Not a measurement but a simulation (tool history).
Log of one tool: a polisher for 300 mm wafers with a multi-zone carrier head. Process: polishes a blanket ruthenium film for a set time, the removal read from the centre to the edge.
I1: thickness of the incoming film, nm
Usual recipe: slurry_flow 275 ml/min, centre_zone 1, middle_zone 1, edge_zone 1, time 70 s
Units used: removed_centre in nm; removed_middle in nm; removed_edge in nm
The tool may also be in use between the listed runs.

run 1 hour=0 | slurry_flow=275 centre_zone=1.07 middle_zone=1 edge_zone=1 time=70 | I1=365.4 | removed_centre=57.4 removed_middle=54.4 removed_edge=55.3
-- hour=51.2 centre zone pressure recalibrated
run 2 hour=54.1 | slurry_flow=275 centre_zone=1 middle_zone=1 edge_zone=1 time=70 | I1=353.9 | removed_centre=55.6 removed_middle=54.9 removed_edge=54.6
run 3 hour=84.4 | slurry_flow=275 centre_zone=1 middle_zone=1 edge_zone=1 time=70 | I1=364 | removed_centre=54.9 removed_middle=53.8 removed_edge=54.8
run 4 hour=119.8 | slurry_flow=345 centre_zone=1 middle_zone=1 edge_zone=1 time=70 | I1=362 | removed_centre=56.2 removed_middle=55.4 removed_edge=55.7
-- hour=126.1 slurry nozzle cleaned
run 5 hour=171.2 | slurry_flow=275 centre_zone=1 middle_zone=1 edge_zone=1 time=70 | I1=360.6 | removed_centre=54.5 removed_middle=54.3 removed_edge=54.7
-- hour=195.3 worn pad replaced by a new one
run 6 hour=239.3 | slurry_flow=220 centre_zone=1 middle_zone=1 edge_zone=1.04 time=70 | I1=359.8 | removed_centre=52.4 removed_middle=52.8 removed_edge=54.9
run 7 hour=273.9 | slurry_flow=275 centre_zone=1 middle_zone=0.91 edge_zone=1 time=70 | I1=353.8 | removed_centre=54.1 removed_middle=50 removed_edge=54.6
-- hour=332.4 carrier head's membrane replaced by a new one
run 8 hour=337.1 | slurry_flow=275 centre_zone=1 middle_zone=1 edge_zone=1 time=64 | I1=355.8 | removed_centre=48.7 removed_middle=49.4 removed_edge=50.3
run 9 hour=368.2 | slurry_flow=275 centre_zone=0.9 middle_zone=0.91 edge_zone=1.08 time=56 | I1=358.4 | removed_centre=38.6 removed_middle=40.5 removed_edge=46.4
run 10 hour=403.2 | slurry_flow=275 centre_zone=1 middle_zone=1 edge_zone=1 time=70 | I1=364.7 | removed_centre=53.4 removed_middle=54.4 removed_edge=55.6
run 11 hour=431.8 | slurry_flow=275 centre_zone=1 middle_zone=1 edge_zone=1 time=52 | I1=360 | removed_centre=39.5 removed_middle=40.6 removed_edge=41.2
run 12 hour=475.7 | slurry_flow=275 centre_zone=1 middle_zone=1 edge_zone=1 time=70 | I1=366.2 | removed_centre=53.7 removed_middle=54 removed_edge=55.1
-- hour=513.4 centre zone pressure recalibrated
run 13 hour=527.2 | slurry_flow=185 centre_zone=0.89 middle_zone=1 edge_zone=1 time=70 | I1=358.8 | removed_centre=46.9 removed_middle=51.8 removed_edge=53.3
-- hour=536.3 slurry nozzle cleaned
run 14 hour=573.9 | slurry_flow=185 centre_zone=1 middle_zone=1 edge_zone=1 time=82 | I1=360.1 | removed_centre=60.4 removed_middle=60.9 removed_edge=61.5
run 15 hour=614.2 | slurry_flow=275 centre_zone=1 middle_zone=1 edge_zone=1 time=70 | I1=362.1 | removed_centre=54 removed_middle=54.6 removed_edge=55.1
-- hour=624.8 edge zone pressure recalibrated
run 16 hour=648.4 | slurry_flow=275 centre_zone=1 middle_zone=1 edge_zone=1 time=55 | I1=361.7 | removed_centre=42.1 removed_middle=43.4 removed_edge=42.9
run 17 hour=683.8 | slurry_flow=275 centre_zone=1 middle_zone=1 edge_zone=1 time=70 | I1=364.1 | removed_centre=53.5 removed_middle=54.2 removed_edge=55.3
-- hour=712.7 worn pad replaced by a new one
run 18 hour=717.1 | slurry_flow=275 centre_zone=1 middle_zone=1 edge_zone=1 time=70 | I1=363.8 | removed_centre=53.8 removed_middle=54.7 removed_edge=55
run 19 hour=779.6 | slurry_flow=275 centre_zone=1 middle_zone=0.9 edge_zone=1 time=70 | I1=362.7 | removed_centre=52.9 removed_middle=50.2 removed_edge=55.3
run 20 hour=847.7 | slurry_flow=275 centre_zone=0.89 middle_zone=1.09 edge_zone=0.91 time=70 | I1=356.3 | removed_centre=47.6 removed_middle=57.9 removed_edge=52.6
run 21 hour=907.8 | slurry_flow=345 centre_zone=0.96 middle_zone=1 edge_zone=1 time=70 | I1=364.3 | removed_centre=52.2 removed_middle=55.9 removed_edge=56.4
run 22 hour=977 | slurry_flow=275 centre_zone=1 middle_zone=1 edge_zone=1 time=70 | I1=353.9 | removed_centre=53.1 removed_middle=54.5 removed_edge=55.3
run 23 hour=1026.5 | slurry_flow=275 centre_zone=0.89 middle_zone=1 edge_zone=0.89 time=70 | I1=363.3 | removed_centre=47.4 removed_middle=53.6 removed_edge=52.1

3 ways to go on from here, each from the tool as it stands after run 23. What would each give?
run A hour=1026.9 | slurry_flow=275 centre_zone=1 middle_zone=1 edge_zone=1 time=54 | I1=361.5 | removed_centre=? removed_middle=? removed_edge=?
run B hour=1026.9 | slurry_flow=275 centre_zone=1 middle_zone=1 edge_zone=1 time=81 | I1=361.5 | removed_centre=? removed_middle=? removed_edge=?
run C hour=1026.9 | slurry_flow=275 centre_zone=1.11 middle_zone=1 edge_zone=1 time=70 | I1=361.5 | removed_centre=? removed_middle=? removed_edge=?

run=A removed_centre=41 removed_middle=41.5 removed_edge=42.4
run=B removed_centre=61.5 removed_middle=62.3 removed_edge=63.6
run=C removed_centre=59 removed_middle=53.8 removed_edge=55
With no hidden state in the tool, these same runs would have given:
run=A removed_centre=42.9 removed_middle=41.5 removed_edge=42.4
run=B removed_centre=64.4 removed_middle=62.3 removed_edge=63.6
run=C removed_centre=61.8 removed_middle=53.8 removed_edge=55
